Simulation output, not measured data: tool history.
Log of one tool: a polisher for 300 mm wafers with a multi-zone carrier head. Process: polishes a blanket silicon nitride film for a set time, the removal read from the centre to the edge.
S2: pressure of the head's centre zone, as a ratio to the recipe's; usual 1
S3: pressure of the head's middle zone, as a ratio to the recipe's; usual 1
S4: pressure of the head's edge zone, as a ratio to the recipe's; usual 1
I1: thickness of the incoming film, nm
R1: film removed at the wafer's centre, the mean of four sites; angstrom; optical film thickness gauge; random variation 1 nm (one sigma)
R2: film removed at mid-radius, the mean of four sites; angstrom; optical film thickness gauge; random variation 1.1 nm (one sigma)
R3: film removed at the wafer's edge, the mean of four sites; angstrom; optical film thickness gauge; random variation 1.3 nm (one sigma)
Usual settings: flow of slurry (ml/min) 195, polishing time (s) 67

Run 1, hour 0: usual settings but S2 1.07, S4 0.93; I1 966.3. Result: R1 1116 angstrom, R2 1079 angstrom, R3 1009 angstrom.
At hour 30.5: centre zone pressure recalibrated.
Run 2, hour 67.1: usual settings but S2 1.07, S4 0.93; I1 953.1. Result: R1 1122 angstrom, R2 1058 angstrom, R3 999 angstrom.
Run 3, hour 97.7: usual settings but polishing time (s) 81; I1 944.8. Result: R1 1256 angstrom, R2 1274 angstrom, R3 1253 angstrom.
Run 4, hour 137.6: usual settings but S4 1.08; I1 966.5. Result: R1 1046 angstrom, R2 1040 angstrom, R3 1042 angstrom.
At hour 143: slurry nozzle cleaned.
At hour 219.8: edge zone pressure recalibrated.
Run 5, hour 301.5: usual settings but S2 0.92; I1 952.6. Result: R1 937 angstrom, R2 1001 angstrom, R3 1009 angstrom.
At hour 343.3: carrier head's membrane replaced by a new one.
At hour 344.7: worn pad replaced by a new one.
Run 6, hour 373.1: usual settings but flow of slurry (ml/min) 155, S4 0.95; I1 945.6. Result: R1 1062 angstrom, R2 1064 angstrom, R3 1027 angstrom.
Run 7, hour 402.9: usual settings but S4 1.08; I1 968.3. Result: R1 1089 angstrom, R2 1109 angstrom, R3 1112 angstrom.
At hour 514.3: centre zone pressure recalibrated.
Run 8, hour 547.4: usual settings but flow of slurry (ml/min) 165, S2 0.97, S3 1.09, S4 0.93; I1 938. Result: R1 979 angstrom, R2 1102 angstrom, R3 982 angstrom.
At hour 611: slurry nozzle cleaned.
Run 9, hour 611.5: usual settings but flow of slurry (ml/min) 230, S3 0.95, S4 1.07; I1 944.4. Result: R1 1060 angstrom, R2 1018 angstrom, R3 1081 angstrom.
Run 10, hour 640.4: usual settings; I1 960.5. Result: R1 1037 angstrom, R2 1023 angstrom, R3 1040 angstrom.
Run 11, hour 705.1: usual settings but flow of slurry (ml/min) 220, S2 1.09, polishing time (s) 47; I1 945. Result: R1 816 angstrom, R2 744 angstrom, R3 733 angstrom.
Run 12, hour 745.1: usual settings but flow of slurry (ml/min) 260, S2 1.11, polishing time (s) 51; I1 948.6. Result: R1 923 angstrom, R2 828 angstrom, R3 784 angstrom.
Run 13, hour 795.2: usual settings but flow of slurry (ml/min) 145, S3 0.95, S4 0.95, polishing time (s) 83; I1 943.4. Result: R1 1196 angstrom, R2 1153 angstrom, R3 1173 angstrom.
At hour 806.1: worn pad replaced by a new one.
Run 14, hour 845.5: usual settings; I1 953. Result: R1 1089 angstrom, R2 1098 angstrom, R3 1095 angstrom.
Run 15, hour 881.9: usual settings but S2 0.91, S3 1.05, polishing time (s) 78; I1 950.6. Result: R1 1151 angstrom, R2 1316 angstrom, R3 1237 angstrom.
At hour 941.3: carrier head's membrane replaced by a new one.
Run 16, hour 941.8: usual settings but S3 0.94, polishing time (s) 45; I1 951. Result: R1 707 angstrom, R2 681 angstrom, R3 693 angstrom.
Run 17, hour 1004.2: usual settings but S2 1.09, S3 1.09, polishing time (s) 78; I1 958. Result: R1 1347 angstrom, R2 1308 angstrom, R3 1191 angstrom.
At hour 1013.3: centre zone pressure recalibrated.
Run 18, hour 1048.3: usual settings; I1 944.3. Result: R1 1031 angstrom, R2 1031 angstrom, R3 1005 angstrom.
At hour 1049.3: slurry nozzle cleaned.
Run 19, hour 1080.3: usual settings; I1 948.6. Result: R1 1029 angstrom, R2 1054 angstrom, R3 1016 angstrom.
Run 20, hour 1107.8: usual settings; I1 941.9. Result: R1 1021 angstrom, R2 1024 angstrom, R3 1032 angstrom.
Run 21, hour 1155.6: usual settings but S3 1.08; I1 966.2. Result: R1 1013 angstrom, R2 1108 angstrom, R3 993 angstrom.
At hour 1190.6: worn pad replaced by a new one.
Run 22, hour 1195.3: usual settings but S3 0.95, S4 1.06; I1 955.5. Result: R1 1097 angstrom, R2 1079 angstrom, R3 1120 angstrom.
Run 23, hour 1255.7: usual settings but S2 1.07, S4 0.93; I1 947.7. Result: R1 1159 angstrom, R2 1069 angstrom, R3 1030 angstrom.

The same runs without the tool's hidden state, with the same run-to-run variation:
The hidden state here: removal rate lost through wear of the pad, %; slurry flow missing at the pad, %; deviation of the centre zone's pressure from its setpoint, %; deviation of the edge zone's pressure from its setpoint, %.
run    R1    R2    R3
  1  1198  1159  1084
  2  1222  1152  1088
  3  1373  1393  1371
  4  1149  1143  1145
  5  1040  1112  1120
  6  1081  1083  1046
  7  1126  1146  1149
  8  1056  1189  1059
  9  1154  1108  1177
 10  1132  1117  1135
 11   895   817   804
 12  1015   911   861
 13  1317  1270  1292
 14  1123  1132  1129
 15  1207  1380  1297
 16   757   729   742
 17  1463  1420  1293
 18  1127  1127  1099
 19  1130  1157  1115
 20  1124  1127  1136
 21  1120  1225  1097
 22  1124  1106  1148
 23  1228  1133  1091

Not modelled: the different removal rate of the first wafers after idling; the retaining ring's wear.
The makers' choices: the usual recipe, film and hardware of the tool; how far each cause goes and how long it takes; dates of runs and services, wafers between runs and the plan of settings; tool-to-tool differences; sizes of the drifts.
